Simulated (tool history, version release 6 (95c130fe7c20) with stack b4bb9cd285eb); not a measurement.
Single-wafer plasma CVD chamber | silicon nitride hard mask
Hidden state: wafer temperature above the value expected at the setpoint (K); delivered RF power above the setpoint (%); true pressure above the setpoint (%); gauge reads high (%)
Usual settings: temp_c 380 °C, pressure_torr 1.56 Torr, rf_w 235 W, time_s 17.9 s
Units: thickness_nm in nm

run     day  temp_c  pressure_torr  rf_w  time_s  wafers since the last listed run  hours since the last thermocouple change  hours since the last RF generator calibration  hours since the last manometer calibration  hours since the showerhead was replaced  hours since the gauge calibration  read-back reference wafer on the same gauge, thickness_nm  thickness_nm
  1   0.000     380           1.56   235    17.9                                 0                                    2148.9                                          908.2                                      1797.6                                   4831.5                               45.4                                                     16.402        18.237
  2   1.117     380           1.56   235    17.9                               875                                    2175.7                                          935.0                                      1824.4                                   4858.3                               72.2                                                     16.403        18.283
  3   2.062     380           1.56   235    17.9                               741                                    2198.4                                          957.7                                      1847.1                                   4881.0                               94.9                                                     16.396        18.282
  4   4.733     380           1.56   235    17.9                              2094                                    2262.5                                         1021.8                                      1911.2                                   4945.1                              159.0                                                     16.395        18.228
  5   5.392     380           1.56   235    17.9                               516                                    2278.3                                         1037.6                                      1927.0                                   4960.9                              174.8                                                     16.397        18.270
  6   6.217     380           1.56   235    17.9                               646                                    2298.1                                         1057.4                                      1946.8                                   4980.7                              194.6                                                     16.403        18.285
      6.867  -- capacitance manometer re-zeroed and calibrated
  7   6.888     380           1.56   235    17.9                               264                                    2314.2                                         1073.5                                         0.5                                   4996.8                              210.7                                                     16.401        17.845
  8   7.275     380           1.56   235    17.9                               303                                    2323.5                                         1082.8                                         9.8                                   5006.1                              220.0                                                     16.398        17.879
  9   8.104     380           1.56   235    17.9                               650                                    2343.4                                         1102.7                                        29.7                                   5026.0                              239.9                                                     16.398        17.877
 10   9.104     380           1.56   235    17.9                               784                                    2367.4                                         1126.7                                        53.7                                   5050.0                              263.9                                                     16.397        17.785
 11   9.842     390           1.56   255    17.9                               578                                    2385.1                                         1144.4                                        71.4                                   5067.7                              281.6                                                     16.400        18.909
     11.012  -- thermocouple changed; heater temperature recalibrated
 12  11.308     380           1.56   235    17.9                               888                                       7.1                                         1179.6                                       106.6                                   5102.9                              316.8                                                     16.402        17.953
 13  12.671     380           1.56   235    17.9                              1068                                      39.8                                         1212.3                                       139.3                                   5135.6                              349.5                                                     16.401        17.892
     13.850  -- RF generator calibrated
 14  13.871     372           1.56   200    15.8                               679                                      68.6                                            0.5                                       168.1                                   5164.4                              378.3                                                     16.401        13.921
     14.162  -- gauge calibrated
 15  14.550     395           1.56   235    17.9                               532                                      84.9                                           16.8                                       184.4                                   5180.7                                9.3                                                     16.395        17.764
 16  15.162     389           1.66   205    21.2                               480                                      99.6                                           31.5                                       199.1                                   5195.4                               24.0                                                     16.400        19.246
     15.738  -- showerhead replaced
 17  16.321     380           1.56   235    17.9                               646                                     127.4                                           59.3                                       226.9                                     14.0                               51.8                                                     16.397        17.856
 18  17.104     380           1.56   235    17.9                               614                                     146.2                                           78.1                                       245.7                                     32.8                               70.6                                                     16.396        17.986
 19  17.796     380           1.56   235    17.9                               542                                     162.8                                           94.7                                       262.3                                     49.4                               87.2                                                     16.397        17.860
 20  18.779     388           1.85   190    17.9                               771                                     186.4                                          118.3                                       285.9                                     73.0                              110.8                                                     16.409        15.704
 21  19.300     380           1.88   255    19.5                               408                                     198.9                                          130.8                                       298.4                                     85.5                              123.3                                                     16.397        21.819
 22  19.996     380           1.56   235    17.9                               545                                     215.6                                          147.5                                       315.1                                    102.2                              140.0                                                     16.400        17.924
 23  20.812     395           1.56   235    17.9                               640                                     235.2                                          167.1                                       334.7                                    121.8                              159.6                                                     16.402        17.816
 24  21.946     380           1.80   215    17.9                               888                                     262.4                                          194.3                                       361.9                                    149.0                              186.8                                                     16.395        17.369
 25  23.142     375           1.39   235    17.9                               937                                     291.1                                          223.0                                       390.6                                    177.7                              215.5                                                     16.398        17.413
 26  23.825     386           1.66   205    19.4                               535                                     307.5                                          239.4                                       407.0                                    194.1                              231.9                                                     16.401        17.626
 27  24.388     380           1.56   200    17.9                               441                                     321.0                                          252.9                                       420.5                                    207.6                              245.4                                                     16.402        15.701
 28  25.746     380           1.39   235    17.9                              1065                                     353.6                                          285.5                                       453.1                                    240.2                              278.0                                                     16.396        17.414
 29  27.046     380           1.56   235    17.9                              1019                                     384.8                                          316.7                                       484.3                                    271.4                              309.2                                                     16.404        17.966
 30  28.375     380           1.87   235    20.8                              1042                                     416.7                                          348.6                                       516.2                                    303.3                              341.1                                                     16.407        21.957

How the hidden state differs across the entries between the runs, from the last listed run before each to the first after it:
Between runs 6 and 7: capacitance manometer re-zeroed and calibrated (day 6.867)
  true pressure above the setpoint (%): 7.81 -> -1.64
  measured less the result without the state, thickness_nm: +0.361 -> -0.079 nm
Between runs 11 and 12: thermocouple changed; heater temperature recalibrated (day 11.012)
  true pressure above the setpoint (%): -1.33 -> -1.18
  measured less the result without the state, thickness_nm: -0.067 -> -0.057 nm
Between runs 13 and 14: RF generator calibrated (day 13.850)
  true pressure above the setpoint (%): -1.03 -> -0.909
  measured less the result without the state, thickness_nm: -0.049 -> -0.034 nm
Between runs 14 and 15: gauge calibrated (day 14.162)
  true pressure above the setpoint (%): -0.909 -> -0.838
  measured less the result without the state, thickness_nm: -0.034 -> -0.040 nm
Between runs 16 and 17: showerhead replaced (day 15.738)
  true pressure above the setpoint (%): -0.774 -> -0.652
  measured less the result without the state, thickness_nm: -0.040 -> -0.031 nm
